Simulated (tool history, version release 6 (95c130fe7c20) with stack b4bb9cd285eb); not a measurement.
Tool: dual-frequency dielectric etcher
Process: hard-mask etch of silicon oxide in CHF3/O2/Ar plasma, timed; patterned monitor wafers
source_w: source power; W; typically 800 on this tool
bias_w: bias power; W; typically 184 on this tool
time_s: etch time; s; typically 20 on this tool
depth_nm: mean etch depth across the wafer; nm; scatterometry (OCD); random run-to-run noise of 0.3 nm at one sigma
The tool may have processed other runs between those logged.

run,day,source_w,bias_w,time_s,wafers since the last listed run,hours since the last wet clean,hours since the last source power generator calibration,hours since the last bias power generator calibration,hours since the last upper electrode change,hours since the gauge calibration,"read-back reference wafer on the same gauge, depth_nm",depth_nm
1,0,800,184,20,0,291.5,3488,1152.3,4794.5,704.5,43.39,41.68
2,2.383,800,184,20,565,348.7,3545.2,1209.5,4851.7,761.7,43.34,42.4
3,6.65,660,184,20,1013,451.1,3647.6,1311.9,4954.1,864.1,43.29,40.28
4,8.421,660,184,20,420,493.6,3690.1,1354.4,4996.6,906.6,43.05,40.02
# day 9.9: wet clean of the chamber
5,12.708,800,184,20,780,67.4,3793,1457.3,5099.5,1009.5,43.02,41.53
6,17.129,800,184,20,1049,173.5,3899.1,1563.4,5205.6,1115.6,42.94,42
7,20.983,800,184,20,915,266,3991.6,1655.9,5298.1,1208.1,42.88,41.2
8,24.492,800,184,15.5,833,350.2,4075.8,1740.1,5382.3,1292.3,42.81,32.01
# day 26.054: bias power generator calibrated
9,28.721,800,184,15.5,964,451.7,4177.3,64,5483.8,1393.8,42.65,32.03
# day 32.129: wet clean of the chamber
10,32.408,800,184,15.5,638,6.7,4265.8,152.5,5572.3,1482.3,42.4,32.13
11,34.175,800,184,20,419,49.1,4308.2,194.9,5614.7,1524.7,42.55,41.08
# day 35.246: upper electrode replaced
12,37.546,890,184,20,562,130,4389.1,275.8,55.2,1605.6,42.44,42.2
# day 39.408: source power generator calibrated
13,39.875,800,184,20,513,185.9,11.2,331.7,111.1,1661.5,42.36,41.09
14,44.283,620,184,20,1046,291.7,117,437.5,216.9,1767.3,42.24,38.26
# day 46.671: gauge calibrated
15,47.696,800,184,22,810,373.6,198.9,519.4,298.8,24.6,43.94,47.2
# day 51.162: wet clean of the chamber
16,51.183,950,184,20,590,0.5,282.6,603.1,382.5,108.3,43.85,44.02
17,54.429,800,184,20,770,78.4,360.5,681,460.4,186.2,43.75,42.09
18,57.588,800,184,14.5,749,154.2,436.3,756.8,536.2,262,43.72,30.65
19,61.004,800,184,20,811,236.2,518.3,838.8,618.2,344,43.61,41.56
20,63.692,890,184,20,638,300.7,582.8,903.3,682.7,408.5,43.55,43.16
21,67.367,800,184,20,872,388.9,671,991.5,770.9,496.7,43.38,41.8
# day 70.008: wet clean of the chamber
22,70.271,620,203,20,452,6.3,740.7,1061.2,840.6,566.4,43.3,41.58
23,72.046,980,184,20,421,48.9,783.3,1103.8,883.2,609,43.29,44.1
24,74.096,1000,184,16.5,486,98.1,832.5,1153,932.4,658.2,43.29,36.53
25,76.425,910,184,20,553,154,888.4,1208.9,988.3,714.1,43.11,42.69

5 ways to go on from here, each from the tool as it stands after run 25. What would each give?
A,76.442,700,184,20,3,154.4,888.8,1209.3,988.7,714.5,?,?
B,76.442,800,162,24.5,3,154.4,888.8,1209.3,988.7,714.5,?,?
C,76.442,900,153,25.5,3,154.4,888.8,1209.3,988.7,714.5,?,?
D,76.442,800,143,26,3,154.4,888.8,1209.3,988.7,714.5,?,?
E,76.442,700,184,18,3,154.4,888.8,1209.3,988.7,714.5,?,?

run,"read-back reference wafer on the same gauge, depth_nm",depth_nm
A,43.27,40.75
B,43.27,48.55
C,43.27,50.65
D,43.27,48.62
E,43.27,36.67
With no hidden state in the tool, these same runs would have given:
run,depth_nm
A,41.81
B,49.82
C,51.97
D,49.89
E,37.63
